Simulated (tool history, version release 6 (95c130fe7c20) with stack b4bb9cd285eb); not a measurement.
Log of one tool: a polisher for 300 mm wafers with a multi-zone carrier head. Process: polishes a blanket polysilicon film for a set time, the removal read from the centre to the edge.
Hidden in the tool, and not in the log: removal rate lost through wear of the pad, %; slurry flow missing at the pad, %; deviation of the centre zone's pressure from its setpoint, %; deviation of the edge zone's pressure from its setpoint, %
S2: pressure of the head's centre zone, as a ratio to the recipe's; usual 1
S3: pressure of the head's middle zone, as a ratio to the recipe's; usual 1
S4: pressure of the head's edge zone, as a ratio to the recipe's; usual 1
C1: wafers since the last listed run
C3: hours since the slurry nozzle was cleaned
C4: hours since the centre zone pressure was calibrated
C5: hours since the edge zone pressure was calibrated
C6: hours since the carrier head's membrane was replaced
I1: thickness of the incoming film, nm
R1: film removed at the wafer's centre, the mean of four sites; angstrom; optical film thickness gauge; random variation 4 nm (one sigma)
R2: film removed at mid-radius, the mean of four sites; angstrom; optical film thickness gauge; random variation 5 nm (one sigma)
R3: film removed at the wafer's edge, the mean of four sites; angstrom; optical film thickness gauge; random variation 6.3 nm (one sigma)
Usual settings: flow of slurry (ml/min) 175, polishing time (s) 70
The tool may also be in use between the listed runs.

run 1 day=0 | flow_of_slurry_(ml/min)=175 S2=1 S3=1 S4=1 polishing_time_(s)=70 | C1=0 wafers_polished_on_this_pad=4607 C3=98.9 C4=643.5 C5=326.2 C6=75.5 | I1=2318 | R1=3925 R2=4346 R3=4178
run 2 day=3.317 | flow_of_slurry_(ml/min)=175 S2=0.97 S3=1 S4=1 polishing_time_(s)=70 | C1=703 wafers_polished_on_this_pad=5311 C3=178.5 C4=723.1 C5=405.8 C6=155.1 | I1=2327.8 | R1=3697 R2=4319 R3=3997
-- day=4.246 worn pad replaced by a new one
run 3 day=7.267 | flow_of_slurry_(ml/min)=175 S2=0.97 S3=1 S4=1 polishing_time_(s)=70 | C1=802 wafers_polished_on_this_pad=640 C3=273.3 C4=817.9 C5=500.6 C6=249.9 | I1=2329.3 | R1=3940 R2=4597 R3=4529
-- day=7.725 centre zone pressure recalibrated
run 4 day=9.462 | flow_of_slurry_(ml/min)=175 S2=1 S3=1 S4=1.05 polishing_time_(s)=50 | C1=448 wafers_polished_on_this_pad=1088 C3=326 C4=41.7 C5=553.3 C6=302.6 | I1=2340.7 | R1=3316 R2=3321 R3=3244
run 5 day=19.108 | flow_of_slurry_(ml/min)=175 S2=1 S3=1 S4=1 polishing_time_(s)=70 | C1=2046 wafers_polished_on_this_pad=3135 C3=557.5 C4=273.2 C5=784.8 C6=534.1 | I1=2278.4 | R1=4354 R2=4488 R3=4360
run 6 day=23.154 | flow_of_slurry_(ml/min)=115 S2=1.08 S3=1 S4=0.94 polishing_time_(s)=77 | C1=858 wafers_polished_on_this_pad=3993 C3=654.6 C4=370.3 C5=881.9 C6=631.2 | I1=2353.1 | R1=4581 R2=4475 R3=4265
-- day=23.379 edge zone pressure recalibrated
run 7 day=26.062 | flow_of_slurry_(ml/min)=175 S2=1 S3=1 S4=1.08 polishing_time_(s)=54 | C1=599 wafers_polished_on_this_pad=4592 C3=724.4 C4=440.1 C5=64.4 C6=701 | I1=2345.1 | R1=3224 R2=3389 R3=3345
-- day=27.183 slurry nozzle cleaned
-- day=29.612 worn pad replaced by a new one
run 8 day=29.633 | flow_of_slurry_(ml/min)=175 S2=1.08 S3=1.08 S4=1 polishing_time_(s)=70 | C1=713 wafers_polished_on_this_pad=4 C3=58.8 C4=525.8 C5=150.1 C6=786.7 | I1=2360.4 | R1=4783 R2=4915 R3=4436
run 9 day=31.325 | flow_of_slurry_(ml/min)=175 S2=1 S3=0.97 S4=1 polishing_time_(s)=94 | C1=358 wafers_polished_on_this_pad=363 C3=99.4 C4=566.4 C5=190.7 C6=827.3 | I1=2323.1 | R1=5793 R2=6087 R3=5851
run 10 day=33.146 | flow_of_slurry_(ml/min)=120 S2=1 S3=1.03 S4=1 polishing_time_(s)=70 | C1=386 wafers_polished_on_this_pad=749 C3=143.1 C4=610.1 C5=234.4 C6=871 | I1=2294.6 | R1=4000 R2=4346 R3=4350
-- day=36.875 carrier head's membrane replaced by a new one
run 11 day=36.896 | flow_of_slurry_(ml/min)=175 S2=1 S3=1 S4=1 polishing_time_(s)=70 | C1=751 wafers_polished_on_this_pad=1501 C3=233.1 C4=700.1 C5=324.4 C6=0.5 | I1=2339.3 | R1=4273 R2=4665 R3=4470
-- day=40.804 centre zone pressure recalibrated
run 12 day=41.05 | flow_of_slurry_(ml/min)=150 S2=1 S3=1 S4=1 polishing_time_(s)=91 | C1=863 wafers_polished_on_this_pad=2364 C3=332.8 C4=5.9 C5=424.1 C6=100.2 | I1=2320 | R1=5544 R2=5825 R3=5639
run 13 day=43.867 | flow_of_slurry_(ml/min)=135 S2=1 S3=1 S4=1 polishing_time_(s)=70 | C1=597 wafers_polished_on_this_pad=2962 C3=400.4 C4=73.5 C5=491.7 C6=167.8 | I1=2357.8 | R1=4188 R2=4335 R3=4178
run 14 day=46.638 | flow_of_slurry_(ml/min)=175 S2=1 S3=1 S4=1 polishing_time_(s)=50 | C1=587 wafers_polished_on_this_pad=3550 C3=466.9 C4=140 C5=558.2 C6=234.3 | I1=2333.5 | R1=3019 R2=3264 R3=3071
run 15 day=49.608 | flow_of_slurry_(ml/min)=175 S2=1 S3=0.95 S4=1.04 polishing_time_(s)=55 | C1=630 wafers_polished_on_this_pad=4180 C3=538.2 C4=211.3 C5=629.5 C6=305.6 | I1=2338.6 | R1=3317 R2=3352 R3=3398
run 16 day=51.304 | flow_of_slurry_(ml/min)=145 S2=1 S3=1.04 S4=1 polishing_time_(s)=86 | C1=359 wafers_polished_on_this_pad=4540 C3=578.9 C4=252 C5=670.2 C6=346.3 | I1=2338.1 | R1=4886 R2=5350 R3=5008
run 17 day=53.5 | flow_of_slurry_(ml/min)=140 S2=1.05 S3=1.07 S4=1 polishing_time_(s)=79 | C1=465 wafers_polished_on_this_pad=5006 C3=631.6 C4=304.7 C5=722.9 C6=399 | I1=2359 | R1=4634 R2=4962 R3=4455

Forecast run 18:
-- day=55.496 worn pad replaced by a new one
-- day=60.229 edge zone pressure recalibrated
-- day=61.542 slurry nozzle cleaned
run 18 day=66.525 | flow_of_slurry_(ml/min)=175 S2=1.04 S3=1 S4=1 polishing_time_(s)=70 | C1=2701 wafers_polished_on_this_pad=2313 C3=119.6 C4=617.3 C5=151.1 C6=711.6 | I1=2366.4 | R1=? R2=? R3=?

R1: 4319 angstrom
R2: 4611 angstrom
R3: 4459 angstrom
Without the tool's hidden state the same run would have given R1 4828 angstrom, R2 4740 angstrom, R3 4585 angstrom.
